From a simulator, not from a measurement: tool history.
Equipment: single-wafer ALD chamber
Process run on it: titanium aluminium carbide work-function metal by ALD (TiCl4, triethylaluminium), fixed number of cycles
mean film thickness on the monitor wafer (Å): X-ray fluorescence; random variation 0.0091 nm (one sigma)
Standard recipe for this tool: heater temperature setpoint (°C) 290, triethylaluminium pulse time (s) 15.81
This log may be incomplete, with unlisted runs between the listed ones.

run	day	heater temperature setpoint (°C)	triethylaluminium pulse time (s)	wafers since the last listed run	hours since the last thermocouple change	hours since the last triethylaluminium bottle change	hours since the showerhead was replaced	hours since the gauge calibration	read-back reference wafer on the same gauge, thickness_nm	mean film thickness on the monitor wafer (Å)
1	0.000	290	15.81	0	1587.1	1581.0	4767.3	177.5	1.515	18.65
2	2.025	290	15.81	658	1635.7	1629.6	4815.9	226.1	1.520	18.63
3	5.012	299	19.76	971	1707.4	1701.3	4887.6	297.8	1.529	19.95
4	6.108	290	15.81	356	1733.7	1727.6	4913.9	324.1	1.530	18.91
5	7.750	281	15.81	534	1773.1	1767.0	4953.3	363.5	1.534	18.05
6	8.946	290	15.81	388	1801.8	1795.7	4982.0	392.2	1.536	18.96
7	17.792	290	15.81	2877	2014.1	2008.0	5194.3	604.5	1.547	19.22
8	20.546	290	15.81	895	2080.2	2074.1	5260.4	670.6	1.548	19.06
# day 24.596: triethylaluminium bottle replaced
9	28.054	290	15.81	2333	2260.4	83.0	5440.6	850.8	1.560	19.22
10	29.558	290	15.81	489	2296.5	119.1	5476.7	886.9	1.554	19.25
11	30.858	290	13.98	422	2327.7	150.3	5507.9	918.1	1.560	19.25
12	33.000	290	13.98	696	2379.1	201.7	5559.3	969.5	1.560	19.21
13	35.796	290	13.98	909	2446.2	268.8	5626.4	1036.6	1.565	19.24
# day 37.758: thermocouple changed; heater temperature recalibrated
14	38.717	281	21.57	841	23.0	338.9	5696.5	1106.7	1.563	18.52
15	39.758	281	21.41	338	48.0	363.9	5721.5	1131.7	1.560	18.57
# day 40.662: showerhead replaced
16	42.671	290	15.81	838	117.9	433.8	48.2	1201.6	1.569	19.24
17	44.475	297	15.81	586	161.2	477.1	91.5	1244.9	1.566	20.25
18	45.950	290	20.93	479	196.6	512.5	126.9	1280.3	1.567	19.41
19	48.654	290	15.81	879	261.5	577.4	191.8	1345.2	1.564	19.33
20	50.104	290	14.20	471	296.3	612.2	226.6	1380.0	1.569	19.30
21	52.383	290	15.81	741	351.0	666.9	281.3	1434.7	1.568	19.34
22	54.704	283	19.95	754	406.7	722.6	337.0	1490.4	1.570	18.67
23	56.604	290	15.81	618	452.3	768.2	382.6	1536.0	1.573	19.31
# day 60.538: gauge calibrated
24	61.592	290	15.81	1622	572.0	887.9	502.3	25.3	1.499	18.54
25	63.921	277	15.81	757	627.9	943.8	558.2	81.2	1.506	17.22
26	65.988	282	15.81	672	677.5	993.4	607.8	130.8	1.511	17.99
27	67.388	290	15.81	455	711.1	1027.0	641.4	164.4	1.521	18.80
28	69.254	280	11.50	607	755.9	1071.8	686.2	209.2	1.520	17.77
29	74.567	290	15.81	1728	883.4	1199.3	813.7	336.7	1.534	18.96
30	76.912	276	15.81	763	939.7	1255.6	870.0	393.0	1.544	17.61
31	77.983	279	12.29	348	965.4	1281.3	895.7	418.7	1.539	18.01
32	79.267	280	12.36	417	996.2	1312.1	926.5	449.5	1.543	17.84

What if the next run were any one of these 5? Each begins from the tool's condition after run 32:
A	79.283	304	15.81	5	996.6	1312.5	926.9	449.9	?	?
B	79.283	299	10.80	5	996.6	1312.5	926.9	449.9	?	?
C	79.283	281	13.30	5	996.6	1312.5	926.9	449.9	?	?
D	79.283	279	15.81	5	996.6	1312.5	926.9	449.9	?	?
E	79.283	301	17.73	5	996.6	1312.5	926.9	449.9	?	?

run	read-back reference wafer on the same gauge, thickness_nm	mean film thickness on the monitor wafer (Å)
A	1.543	20.54
B	1.543	19.92
C	1.543	18.23
D	1.543	18.08
E	1.543	20.26
The same runs, with their run-to-run variation unchanged, on a tool lacking any hidden condition would have given:
run	mean film thickness on the monitor wafer (Å)
A	19.97
B	19.37
C	17.73
D	17.58
E	19.71
